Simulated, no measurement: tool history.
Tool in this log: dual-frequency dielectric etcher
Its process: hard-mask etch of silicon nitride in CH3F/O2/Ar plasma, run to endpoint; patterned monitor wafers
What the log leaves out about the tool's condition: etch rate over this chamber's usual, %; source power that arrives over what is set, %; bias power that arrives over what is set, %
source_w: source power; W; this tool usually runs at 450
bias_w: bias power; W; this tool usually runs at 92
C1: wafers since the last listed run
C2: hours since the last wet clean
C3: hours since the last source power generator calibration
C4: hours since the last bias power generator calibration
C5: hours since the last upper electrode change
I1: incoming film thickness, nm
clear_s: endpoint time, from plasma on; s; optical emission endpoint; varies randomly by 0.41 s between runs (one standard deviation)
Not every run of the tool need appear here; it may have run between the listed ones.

run 1 hour=0.0 | source_w=450 bias_w=92 | C1=0 C2=243.5 C3=1948.3 C4=2026.2 C5=3890.9 | I1=49.44 | clear_s=58.9
run 2 hour=37.5 | source_w=490 bias_w=92 | C1=559 C2=281.0 C3=1985.8 C4=2063.7 C5=3928.4 | I1=49.48 | clear_s=57.4
run 3 hour=104.5 | source_w=490 bias_w=92 | C1=1000 C2=348.0 C3=2052.8 C4=2130.7 C5=3995.4 | I1=49.75 | clear_s=58.0
run 4 hour=166.3 | source_w=490 bias_w=92 | C1=922 C2=409.8 C3=2114.6 C4=2192.5 C5=4057.2 | I1=49.39 | clear_s=58.1
-- hour=219.2 wet clean of the chamber
run 5 hour=229.6 | source_w=450 bias_w=87 | C1=586 C2=10.4 C3=2177.9 C4=2255.8 C5=4120.5 | I1=49.31 | clear_s=57.7
-- hour=373.8 upper electrode replaced
run 6 hour=374.3 | source_w=450 bias_w=87 | C1=1802 C2=155.1 C3=2322.6 C4=2400.5 C5=0.5 | I1=49.99 | clear_s=58.6
run 7 hour=420.5 | source_w=390 bias_w=97 | C1=689 C2=201.3 C3=2368.8 C4=2446.7 C5=46.7 | I1=49.47 | clear_s=59.3
-- hour=431.0 bias power generator calibrated
run 8 hour=446.9 | source_w=390 bias_w=97 | C1=334 C2=227.7 C3=2395.2 C4=15.9 C5=73.1 | I1=49.31 | clear_s=59.2
run 9 hour=484.6 | source_w=530 bias_w=110 | C1=562 C2=265.4 C3=2432.9 C4=53.6 C5=110.8 | I1=49.94 | clear_s=53.3
run 10 hour=538.5 | source_w=480 bias_w=92 | C1=804 C2=319.3 C3=2486.8 C4=107.5 C5=164.7 | I1=50.00 | clear_s=57.1
run 11 hour=582.9 | source_w=480 bias_w=92 | C1=663 C2=363.7 C3=2531.2 C4=151.9 C5=209.1 | I1=49.72 | clear_s=57.8
run 12 hour=634.7 | source_w=360 bias_w=103 | C1=773 C2=415.5 C3=2583.0 C4=203.7 C5=260.9 | I1=49.76 | clear_s=61.5
-- hour=681.9 wet clean of the chamber
run 13 hour=682.6 | source_w=490 bias_w=106 | C1=356 C2=0.7 C3=2630.9 C4=251.6 C5=308.8 | I1=49.47 | clear_s=54.4
run 14 hour=750.9 | source_w=450 bias_w=92 | C1=1019 C2=69.0 C3=2699.2 C4=319.9 C5=377.1 | I1=49.56 | clear_s=57.7
-- hour=758.9 source power generator calibrated
run 15 hour=820.3 | source_w=400 bias_w=112 | C1=976 C2=138.4 C3=61.4 C4=389.3 C5=446.5 | I1=49.87 | clear_s=57.6
run 16 hour=867.7 | source_w=450 bias_w=92 | C1=707 C2=185.8 C3=108.8 C4=436.7 C5=493.9 | I1=49.46 | clear_s=58.8
run 17 hour=891.8 | source_w=510 bias_w=79 | C1=359 C2=209.9 C3=132.9 C4=460.8 C5=518.0 | I1=50.12 | clear_s=59.0
run 18 hour=944.3 | source_w=450 bias_w=109 | C1=783 C2=262.4 C3=185.4 C4=513.3 C5=570.5 | I1=50.03 | clear_s=57.4
run 19 hour=991.2 | source_w=360 bias_w=92 | C1=700 C2=309.3 C3=232.3 C4=560.2 C5=617.4 | I1=49.95 | clear_s=64.3
run 20 hour=1049.8 | source_w=350 bias_w=111 | C1=875 C2=367.9 C3=290.9 C4=618.8 C5=676.0 | I1=49.68 | clear_s=60.8
-- hour=1106.3 wet clean of the chamber
run 21 hour=1106.8 | source_w=390 bias_w=101 | C1=492 C2=0.5 C3=347.9 C4=675.8 C5=733.0 | I1=50.07 | clear_s=59.0
run 22 hour=1161.2 | source_w=340 bias_w=92 | C1=812 C2=54.9 C3=402.3 C4=730.2 C5=787.4 | I1=50.00 | clear_s=63.6

Each row is a separate what-if for the run after 22, all from the same tool condition, not one after another. Results?
run A hour=1161.6 | source_w=450 bias_w=77 | C1=5 C2=55.3 C3=402.7 C4=730.6 C5=787.8 | I1=49.61 | clear_s=?
run B hour=1161.6 | source_w=410 bias_w=73 | C1=5 C2=55.3 C3=402.7 C4=730.6 C5=787.8 | I1=49.61 | clear_s=?
run C hour=1161.6 | source_w=490 bias_w=71 | C1=5 C2=55.3 C3=402.7 C4=730.6 C5=787.8 | I1=49.61 | clear_s=?
run D hour=1161.6 | source_w=380 bias_w=72 | C1=5 C2=55.3 C3=402.7 C4=730.6 C5=787.8 | I1=49.61 | clear_s=?

run=A clear_s=60.3
run=B clear_s=62.8
run=C clear_s=59.7
run=D clear_s=64.4
Stripped of hidden state, with their random variation kept, the same runs would have yielded:
run=A clear_s=59.7
run=B clear_s=62.1
run=C clear_s=59.1
run=D clear_s=63.7
